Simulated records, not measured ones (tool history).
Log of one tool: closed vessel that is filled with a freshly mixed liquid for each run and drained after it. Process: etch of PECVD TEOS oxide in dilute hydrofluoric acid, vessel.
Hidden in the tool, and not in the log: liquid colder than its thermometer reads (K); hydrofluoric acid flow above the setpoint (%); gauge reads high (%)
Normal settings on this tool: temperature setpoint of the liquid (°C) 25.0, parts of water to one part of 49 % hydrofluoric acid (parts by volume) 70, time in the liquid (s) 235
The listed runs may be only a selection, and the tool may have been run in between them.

| run | hour | temperature setpoint of the liquid (°C) | parts of water to one part of 49 % hydrofluoric acid (parts by volume) | time in the liquid (s) | wafers since the last listed run | hours since the thermometer was replaced | hours since the hydrofluoric acid flow meter was replaced | hours since the gauge calibration | read-back film thickness of the PECVD TEOS oxide reference wafer, read on the same gauge (nm) | thickness taken off the PECVD TEOS oxide on a monitor wafer (Å) |
|---|---|---|---|---|---|---|---|---|---|---|
| 1 | 0.0 | 25.0 | 85 | 235 | 0 | 613.4 | 1423.9 | 3602.0 | 110.00 | 461.8 |
| 2 | 91.0 | 25.0 | 85 | 235 | 7212 | 704.4 | 1514.9 | 3693.0 | 110.01 | 465.3 |
| 3 | 157.9 | 25.0 | 85 | 235 | 5302 | 771.3 | 1581.8 | 3759.9 | 109.99 | 463.1 |
| 4 | 195.8 | 25.0 | 85 | 125 | 3003 | 809.2 | 1619.7 | 3797.8 | 110.02 | 245.7 |
|  | 201.4 | gauge calibrated |
| 5 | 257.9 | 25.0 | 85 | 125 | 4922 | 871.3 | 1681.8 | 56.5 | 109.97 | 249.8 |
| 6 | 319.5 | 25.0 | 85 | 125 | 4882 | 932.9 | 1743.4 | 118.1 | 110.01 | 249.0 |
| 7 | 415.7 | 25.0 | 55 | 235 | 7624 | 1029.1 | 1839.6 | 214.3 | 109.98 | 743.4 |
| 8 | 508.1 | 25.0 | 70 | 235 | 7323 | 1121.5 | 1932.0 | 306.7 | 110.00 | 580.2 |
| 9 | 552.1 | 25.0 | 70 | 295 | 3487 | 1165.5 | 1976.0 | 350.7 | 110.01 | 728.2 |
| 10 | 655.1 | 25.0 | 70 | 295 | 8163 | 1268.5 | 2079.0 | 453.7 | 109.97 | 730.8 |
| 11 | 755.6 | 20.5 | 90 | 235 | 7965 | 1369.0 | 2179.5 | 554.2 | 109.99 | 370.3 |
| 12 | 852.1 | 20.5 | 90 | 235 | 7648 | 1465.5 | 2276.0 | 650.7 | 110.03 | 371.5 |
| 13 | 901.8 | 25.0 | 70 | 370 | 3939 | 1515.2 | 2325.7 | 700.4 | 110.01 | 919.2 |
|  | 925.3 | thermometer replaced |
| 14 | 954.3 | 28.5 | 35 | 345 | 4081 | 29.0 | 2378.2 | 752.9 | 109.99 | 2067.9 |
| 15 | 1005.5 | 25.0 | 70 | 235 | 4058 | 80.2 | 2429.4 | 804.1 | 110.00 | 584.7 |
|  | 1109.0 | hydrofluoric acid flow meter replaced |
| 16 | 1109.5 | 25.0 | 70 | 235 | 8163 | 184.2 | 0.5 | 908.1 | 110.02 | 551.6 |
| 17 | 1164.7 | 23.5 | 60 | 235 | 4375 | 239.4 | 55.7 | 963.3 | 109.99 | 611.6 |
| 18 | 1239.3 | 25.0 | 70 | 235 | 5912 | 314.0 | 130.3 | 1037.9 | 110.01 | 550.4 |
| 19 | 1331.1 | 22.5 | 105 | 350 | 7276 | 405.8 | 222.1 | 1129.7 | 110.01 | 476.2 |
| 20 | 1369.1 | 28.5 | 70 | 235 | 3011 | 443.8 | 260.1 | 1167.7 | 110.00 | 636.5 |

What does the tool deliver on the next run?
| 21 | 1459.1 | 26.5 | 100 | 360 | 7133 | 533.8 | 350.1 | 1257.7 | ? | ? |

Run 21 measured read-back film thickness of the PECVD TEOS oxide reference wafer, read on the same gauge (nm) 110.01, thickness taken off the PECVD TEOS oxide on a monitor wafer (Å) 608.1.
Take away the tool's hidden state, keep the run-to-run variation as it was, and the same run would have given thickness taken off the PECVD TEOS oxide on a monitor wafer (Å) 596.5.
